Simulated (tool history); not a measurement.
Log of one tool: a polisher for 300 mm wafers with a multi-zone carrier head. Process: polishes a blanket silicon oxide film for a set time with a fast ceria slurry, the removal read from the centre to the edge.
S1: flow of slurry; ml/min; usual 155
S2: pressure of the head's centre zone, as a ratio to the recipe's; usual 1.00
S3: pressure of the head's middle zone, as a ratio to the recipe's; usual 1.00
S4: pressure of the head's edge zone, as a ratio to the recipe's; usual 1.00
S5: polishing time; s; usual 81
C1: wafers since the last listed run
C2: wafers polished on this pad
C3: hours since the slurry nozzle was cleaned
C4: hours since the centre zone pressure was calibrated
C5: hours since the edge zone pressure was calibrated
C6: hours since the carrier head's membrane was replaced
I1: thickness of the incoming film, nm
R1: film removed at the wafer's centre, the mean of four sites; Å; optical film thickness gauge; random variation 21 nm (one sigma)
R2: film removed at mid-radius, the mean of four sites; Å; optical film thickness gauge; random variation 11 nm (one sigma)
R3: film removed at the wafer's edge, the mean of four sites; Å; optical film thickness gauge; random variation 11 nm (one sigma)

run	hour	S1	S2	S3	S4	S5	C1	C2	C3	C4	C5	C6	I1	R1	R2	R3
1	0.0	155	1.00	1.00	1.00	81	0	3019	662.8	413.7	134.8	645.5	4040.7	14633	13837	14171
# hour 27.6: worn pad replaced by a new one
2	41.2	155	0.95	1.00	0.92	81	351	128	704.0	454.9	176.0	686.7	3982.2	13850	13776	13405
# hour 59.7: slurry nozzle cleaned
3	96.9	155	0.95	1.00	0.92	81	516	644	37.2	510.6	231.7	742.4	3959.9	14469	13799	13573
4	128.7	155	0.95	1.00	0.92	81	300	944	69.0	542.4	263.5	774.2	3961.8	13993	13933	13331
5	163.1	155	1.00	1.00	1.00	81	324	1269	103.4	576.8	297.9	808.6	4037.0	14860	13756	13874
6	219.8	155	0.97	1.00	0.93	93	535	1804	160.1	633.5	354.6	865.3	3946.3	16667	15864	15456
7	291.4	155	1.00	1.00	1.00	81	675	2480	231.7	705.1	426.2	936.9	3911.9	15373	13737	14091
# hour 306.8: edge zone pressure recalibrated
# hour 375.2: worn pad replaced by a new one
8	375.7	155	1.00	1.05	1.09	92	739	5	316.0	789.4	68.9	1021.2	3970.8	17700	16296	16752
9	399.6	155	1.00	1.00	1.00	81	225	230	339.9	813.3	92.8	1045.1	3986.5	14992	13865	14106
10	427.1	155	1.00	1.00	1.00	81	259	490	367.4	840.8	120.3	1072.6	4009.8	15440	13854	13851
# hour 435.7: carrier head's membrane replaced by a new one
11	482.0	185	1.00	1.09	1.09	102	471	961	422.3	895.7	175.2	46.3	4015.2	20226	19404	18513
12	607.6	195	1.08	1.00	1.05	70	1185	2147	547.9	1021.3	300.8	171.9	4000.6	14891	12311	12798
# hour 634.9: centre zone pressure recalibrated
13	703.1	115	1.00	1.04	0.89	90	882	3029	643.4	68.2	396.3	267.4	3917.1	14546	14723	14230
14	738.5	155	1.00	1.00	1.00	81	334	3364	678.8	103.6	431.7	302.8	3955.0	14442	13774	13983
15	764.7	140	1.00	1.00	1.00	55	247	3611	705.0	129.8	457.9	329.0	3932.9	9665	9174	9380
# hour 785.2: edge zone pressure recalibrated
16	798.7	155	1.00	1.00	0.92	81	302	3913	739.0	163.8	13.5	363.0	3971.3	14536	13867	13560
# hour 804.5: worn pad replaced by a new one
17	834.3	155	1.00	1.00	1.00	81	298	281	774.6	199.4	49.1	398.6	3967.3	14268	13826	13985
# hour 938.7: slurry nozzle cleaned
18	948.9	155	1.00	1.00	0.89	64	1072	1354	10.2	314.0	163.7	513.2	3892.8	11744	10966	10449
19	1000.9	155	1.00	1.00	0.89	108	490	1845	62.2	366.0	215.7	565.2	3968.1	19716	18479	17826
20	1053.8	155	0.96	1.04	1.00	64	499	2344	115.1	418.9	268.6	618.1	3978.1	11175	11323	11065
21	1084.9	110	1.00	1.06	0.88	81	293	2638	146.2	450.0	299.7	649.2	3924.8	13657	13441	12502
22	1132.2	155	1.00	1.00	1.00	81	446	3084	193.5	497.3	347.0	696.5	3886.4	15206	13769	13951
# hour 1183.3: worn pad replaced by a new one
23	1190.2	155	1.05	1.03	0.93	56	509	65	251.5	555.3	405.0	754.5	3999.3	11019	9869	9283

Forecast each of these 3 alternatives for the next run:
A	1190.7	155	1.00	1.09	1.00	81	4	70	252.0	555.8	405.5	755.0	3965.0	?	?	?
B	1190.7	185	1.00	1.00	1.12	81	4	70	252.0	555.8	405.5	755.0	3965.0	?	?	?
C	1190.7	155	0.96	1.04	1.05	90	4	70	252.0	555.8	405.5	755.0	3965.0	?	?	?

run	R1	R2	R3
A	14947	14868	14014
B	15494	14271	15198
C	15936	15874	15957
Without the tool's hidden state the same runs would have given:
run	R1	R2	R3
A	14226	14872	14014
B	14746	14275	15198
C	15165	15878	15957

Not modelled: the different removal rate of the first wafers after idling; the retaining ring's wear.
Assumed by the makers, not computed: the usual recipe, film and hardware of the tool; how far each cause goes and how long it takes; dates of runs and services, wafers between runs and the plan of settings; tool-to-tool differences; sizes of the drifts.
